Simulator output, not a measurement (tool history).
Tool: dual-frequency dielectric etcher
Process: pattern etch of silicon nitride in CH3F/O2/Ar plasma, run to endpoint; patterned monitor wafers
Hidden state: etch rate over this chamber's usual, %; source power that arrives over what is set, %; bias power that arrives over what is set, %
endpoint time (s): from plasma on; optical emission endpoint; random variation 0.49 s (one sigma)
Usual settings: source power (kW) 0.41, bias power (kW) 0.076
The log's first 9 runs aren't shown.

| run | hour | source power (kW) | bias power (kW) | wafers since the last listed run | hours since the last wet clean | hours since the last source power generator calibration | hours since the last bias power generator calibration | hours since the last upper electrode change | incoming incoming film thickness, nm | endpoint time (s) |
|---|---|---|---|---|---|---|---|---|---|---|
| 10 | 218.2 | 0.46 | 0.092 | 209 | 490.1 | 141.8 | 3847.9 | 106.8 | 58.8 | 65.6 |
| 11 | 231.7 | 0.32 | 0.076 | 166 | 503.6 | 155.3 | 3861.4 | 120.3 | 58.6 | 79.9 |
| 12 | 251.9 | 0.41 | 0.076 | 249 | 523.8 | 175.5 | 3881.6 | 140.5 | 59.3 | 72.9 |
| 13 | 267.4 | 0.33 | 0.091 | 191 | 539.3 | 191 | 3897.1 | 156 | 58.5 | 75 |
| 14 | 284.6 | 0.34 | 0.07 | 212 | 556.5 | 208.2 | 3914.3 | 173.2 | 58.9 | 80.6 |
|  | 302 | bias power generator calibrated |
| 15 | 309.6 | 0.36 | 0.087 | 259 | 581.5 | 233.2 | 7.6 | 198.2 | 59.4 | 74.4 |
| 16 | 330.6 | 0.41 | 0.076 | 259 | 602.5 | 254.2 | 28.6 | 219.2 | 58.4 | 71.2 |
| 17 | 347.1 | 0.36 | 0.065 | 203 | 619 | 270.7 | 45.1 | 235.7 | 58.2 | 79.2 |
|  | 378.5 | wet clean of the chamber |
| 18 | 379 | 0.41 | 0.09 | 97 | 0.5 | 302.6 | 77 | 267.6 | 58.1 | 70.6 |
| 19 | 392.7 | 0.37 | 0.062 | 169 | 14.2 | 316.3 | 90.7 | 281.3 | 57.9 | 79.8 |
| 20 | 414 | 0.41 | 0.076 | 262 | 35.5 | 337.6 | 112 | 302.6 | 58.8 | 74.2 |
| 21 | 448.1 | 0.47 | 0.063 | 420 | 69.6 | 371.7 | 146.1 | 336.7 | 58.2 | 72.6 |
| 22 | 468.6 | 0.5 | 0.094 | 253 | 90.1 | 392.2 | 166.6 | 357.2 | 58.5 | 64.6 |

Forecast run 23:
| 23 | 490.4 | 0.37 | 0.076 | 269 | 111.9 | 414 | 188.4 | 379 | 58.6 | ? |

Run 23 gave endpoint time (s) 77.5.
Without the tool's hidden state the same run would have given endpoint time (s) 78.

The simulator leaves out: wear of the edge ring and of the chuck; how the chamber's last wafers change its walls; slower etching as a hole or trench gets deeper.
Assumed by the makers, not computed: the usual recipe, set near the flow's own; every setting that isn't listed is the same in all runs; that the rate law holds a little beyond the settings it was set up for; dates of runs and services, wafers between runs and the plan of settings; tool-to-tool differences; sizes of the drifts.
